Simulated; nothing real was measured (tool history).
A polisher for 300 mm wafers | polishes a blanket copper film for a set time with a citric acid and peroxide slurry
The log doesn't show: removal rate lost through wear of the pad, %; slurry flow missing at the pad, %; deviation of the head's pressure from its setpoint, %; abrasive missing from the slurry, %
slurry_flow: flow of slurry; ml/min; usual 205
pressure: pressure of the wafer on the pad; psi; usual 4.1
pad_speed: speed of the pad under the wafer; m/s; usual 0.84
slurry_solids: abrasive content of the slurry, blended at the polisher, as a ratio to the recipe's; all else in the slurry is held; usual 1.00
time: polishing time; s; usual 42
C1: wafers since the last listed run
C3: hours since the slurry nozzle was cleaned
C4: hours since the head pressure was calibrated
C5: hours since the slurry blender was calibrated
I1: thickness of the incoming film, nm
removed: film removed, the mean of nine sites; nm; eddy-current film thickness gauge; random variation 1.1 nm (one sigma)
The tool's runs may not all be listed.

Run 1, hour 0.0: usual settings; C1 0; wafers polished on this pad 2693; C3 219.8; C4 72.0; C5 417.6; I1 965.9. Result: removed 90.0 nm.
Run 2, hour 68.9: usual settings; C1 462; wafers polished on this pad 3155; C3 288.7; C4 140.9; C5 486.5; I1 971.0. Result: removed 88.8 nm.
Run 3, hour 114.7: usual settings; C1 307; wafers polished on this pad 3462; C3 334.5; C4 186.7; C5 532.3; I1 975.1. Result: removed 86.8 nm.
Run 4, hour 183.0: usual settings; C1 457; wafers polished on this pad 3920; C3 402.8; C4 255.0; C5 600.6; I1 968.9. Result: removed 86.2 nm.
Run 5, hour 262.6: usual settings; C1 533; wafers polished on this pad 4454; C3 482.4; C4 334.6; C5 680.2; I1 964.1. Result: removed 88.5 nm.
At hour 354.4: worn pad replaced by a new one.
At hour 355.1: slurry blender recalibrated.
Run 6, hour 365.6: usual settings; C1 659; wafers polished on this pad 70; C3 585.4; C4 437.6; C5 10.5; I1 970.8. Result: removed 88.8 nm.
Run 7, hour 458.1: usual settings but pad_speed 0.96 m/s; C1 620; wafers polished on this pad 690; C3 677.9; C4 530.1; C5 103.0; I1 966.3. Result: removed 98.8 nm.
At hour 528.3: slurry nozzle cleaned.
Run 8, hour 545.0: usual settings but pressure 3.0 psi, pad_speed 1.08 m/s, slurry_solids 0.80; C1 575; wafers polished on this pad 1266; C3 16.7; C4 617.0; C5 189.9; I1 956.5. Result: removed 88.1 nm.
Run 9, hour 646.7: usual settings; C1 681; wafers polished on this pad 1948; C3 118.4; C4 718.7; C5 291.6; I1 978.3. Result: removed 92.1 nm.
Run 10, hour 743.3: usual settings but slurry_flow 145 ml/min, slurry_solids 1.10, time 37 s; C1 647; wafers polished on this pad 2596; C3 215.0; C4 815.3; C5 388.2; I1 949.2. Result: removed 76.7 nm.
Run 11, hour 781.1: usual settings but pressure 3.6 psi; C1 253; wafers polished on this pad 2849; C3 252.8; C4 853.1; C5 426.0; I1 971.9. Result: removed 83.4 nm.
Run 12, hour 877.3: usual settings but pressure 2.9 psi, pad_speed 0.64 m/s, slurry_solids 1.25; C1 645; wafers polished on this pad 3494; C3 349.0; C4 949.3; C5 522.2; I1 959.6. Result: removed 58.6 nm.
Run 13, hour 978.3: usual settings but slurry_flow 180 ml/min, pad_speed 0.74 m/s; C1 677; wafers polished on this pad 4171; C3 450.0; C4 1050.3; C5 623.2; I1 961.5. Result: removed 74.5 nm.
Run 14, hour 1020.8: usual settings but time 46 s; C1 284; wafers polished on this pad 4456; C3 492.5; C4 1092.8; C5 665.7; I1 961.3. Result: removed 94.7 nm.
At hour 1044.6: slurry blender recalibrated.
Run 15, hour 1098.2: usual settings but slurry_flow 160 ml/min, slurry_solids 0.80; C1 505; wafers polished on this pad 4962; C3 569.9; C4 1170.2; C5 53.6; I1 961.9. Result: removed 76.5 nm.
Run 16, hour 1135.8: usual settings but pressure 4.9 psi; C1 252; wafers polished on this pad 5214; C3 607.5; C4 1207.8; C5 91.2; I1 958.1. Result: removed 98.7 nm.
At hour 1169.0: worn pad replaced by a new one.
Run 17, hour 1172.6: usual settings but pressure 5.3 psi, pad_speed 1.10 m/s, slurry_solids 0.75, time 47 s; C1 219; wafers polished on this pad 23; C3 644.3; C4 1244.6; C5 128.0; I1 942.9. Result: removed 137.8 nm.
Run 18, hour 1220.0: usual settings but slurry_flow 255 ml/min; C1 317; wafers polished on this pad 341; C3 691.7; C4 1292.0; C5 175.4; I1 965.6. Result: removed 91.1 nm.
At hour 1408.3: head pressure recalibrated.
At hour 1420.5: slurry nozzle cleaned.
Run 19, hour 1458.3: usual settings; C1 1577; wafers polished on this pad 1919; C3 37.8; C4 50.0; C5 413.7; I1 965.7. Result: removed 91.9 nm.
Run 20, hour 1537.4: usual settings but time 57 s; C1 530; wafers polished on this pad 2449; C3 116.9; C4 129.1; C5 492.8; I1 952.3. Result: removed 125.0 nm.
Run 21, hour 1628.4: usual settings but slurry_solids 1.15; C1 610; wafers polished on this pad 3060; C3 207.9; C4 220.1; C5 583.8; I1 943.5. Result: removed 92.7 nm.
Run 22, hour 1705.5: usual settings; C1 516; wafers polished on this pad 3577; C3 285.0; C4 297.2; C5 660.9; I1 940.7. Result: removed 89.6 nm.
At hour 1742.3: slurry blender recalibrated.
Run 23, hour 1763.5: usual settings but slurry_flow 180 ml/min, slurry_solids 0.90; C1 375; wafers polished on this pad 3952; C3 343.0; C4 355.2; C5 21.2; I1 956.2. Result: removed 83.6 nm.
Run 24, hour 1848.0: usual settings but slurry_flow 275 ml/min, pad_speed 1.08 m/s, time 48 s; C1 566; wafers polished on this pad 4519; C3 427.5; C4 439.7; C5 105.7; I1 958.9. Result: removed 135.6 nm.
Run 25, hour 1927.3: usual settings; C1 531; wafers polished on this pad 5050; C3 506.8; C4 519.0; C5 185.0; I1 970.8. Result: removed 88.5 nm.
At hour 1965.8: worn pad replaced by a new one.
Run 26, hour 2240.6: usual settings but slurry_flow 180 ml/min; C1 2073; wafers polished on this pad 1842; C3 820.1; C4 832.3; C5 498.3; I1 962.1. Result: removed 83.6 nm.
Run 27, hour 2308.5: usual settings but slurry_flow 185 ml/min; C1 455; wafers polished on this pad 2297; C3 888.0; C4 900.2; C5 566.2; I1 957.8. Result: removed 84.3 nm.
At hour 2313.4: slurry nozzle cleaned.
Run 28, hour 2345.2: usual settings but pad_speed 0.58 m/s; C1 239; wafers polished on this pad 2537; C3 31.8; C4 936.9; C5 602.9; I1 957.6. Result: removed 65.2 nm.
Run 29, hour 2420.5: usual settings but pressure 3.1 psi, pad_speed 0.74 m/s, slurry_solids 0.75; C1 504; wafers polished on this pad 3042; C3 107.1; C4 1012.2; C5 678.2; I1 954.5. Result: removed 59.3 nm.
At hour 2439.8: slurry blender recalibrated.
Run 30, hour 2485.9: usual settings but pressure 4.5 psi, slurry_solids 1.30, time 50 s; C1 425; wafers polished on this pad 3467; C3 172.5; C4 1077.6; C5 46.1; I1 959.5. Result: removed 123.1 nm.
Run 31, hour 2575.3: usual settings but slurry_flow 275 ml/min, time 29 s; C1 599; wafers polished on this pad 4066; C3 261.9; C4 1167.0; C5 135.5; I1 945.0. Result: removed 64.5 nm.

How the hidden state differs across the entries between the runs, from the last listed run before each to the first after it:
Between runs 5 and 6: worn pad replaced by a new one (hour 354.4); slurry blender recalibrated (hour 355.1)
  slurry flow missing at the pad, %: 36.7 -> 38.7
  measured less the result without the state, removed: -7.1 -> -7.7 nm
Between runs 7 and 8: slurry nozzle cleaned (hour 528.3)
  slurry flow missing at the pad, %: 40 -> 4.36
  measured less the result without the state, removed: -9.2 -> -0.5 nm
Between runs 14 and 15: slurry blender recalibrated (hour 1044.6)
  slurry flow missing at the pad, %: 35.7 -> 37.2
  measured less the result without the state, removed: -7.2 -> -8.0 nm
Between runs 16 and 17: worn pad replaced by a new one (hour 1169.0)
  slurry flow missing at the pad, %: 37.8 -> 38.3
  measured less the result without the state, removed: -8.3 -> -11.9 nm
Between runs 18 and 19: head pressure recalibrated (hour 1408.3); slurry nozzle cleaned (hour 1420.5)
  slurry flow missing at the pad, %: 38.9 -> 7.27
  measured less the result without the state, removed: -6.5 -> -1.0 nm
Between runs 22 and 23: slurry blender recalibrated (hour 1742.3)
  slurry flow missing at the pad, %: 28.3 -> 31
  measured less the result without the state, removed: -4.8 -> -5.9 nm
Between runs 25 and 26: worn pad replaced by a new one (hour 1965.8)
  slurry flow missing at the pad, %: 36 -> 40
  measured less the result without the state, removed: -6.8 -> -8.8 nm
Between runs 27 and 28: slurry nozzle cleaned (hour 2313.4)
  slurry flow missing at the pad, %: 40.4 -> 8.1
  measured less the result without the state, removed: -8.8 -> -0.7 nm
Between runs 29 and 30: slurry blender recalibrated (hour 2439.8)
  slurry flow missing at the pad, %: 16.9 -> 22.8
  measured less the result without the state, removed: -1.6 -> -5.0 nm
